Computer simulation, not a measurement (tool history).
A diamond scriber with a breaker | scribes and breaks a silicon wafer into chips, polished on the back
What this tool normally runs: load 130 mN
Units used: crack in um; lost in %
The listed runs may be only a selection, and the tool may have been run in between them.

run	hour	load	incoming depth of the damage left on the back of the incoming wafer, um	crack	lost
1	0	156	0.04	17.6	1.76
2	53.5	156	0.04	17.64	1.41
3	147.2	130	0.03	15.49	1.32
4	234.6	130	0.02	15.13	2.1
5	288.4	130	0.04	14.55	2.48
6	339	130	0.04	14.01	3.36
7	379.3	130	0.03	14.27	3.79
# hour 412.5: load on the tip recalibrated
8	431.7	130	0.02	14	5.04
9	481.3	150	0.05	15.03	1.89
10	560.2	153	0.03	14.53	2.78

Run 11 is up next; what results do you expect?
11	610	99	0.04	?	?

{"run 11": {"crack": 11.24, "lost": 26.97}}
The same run, on a tool lacking any hidden state, would have yielded crack 14.13 um, lost 5.47 %.
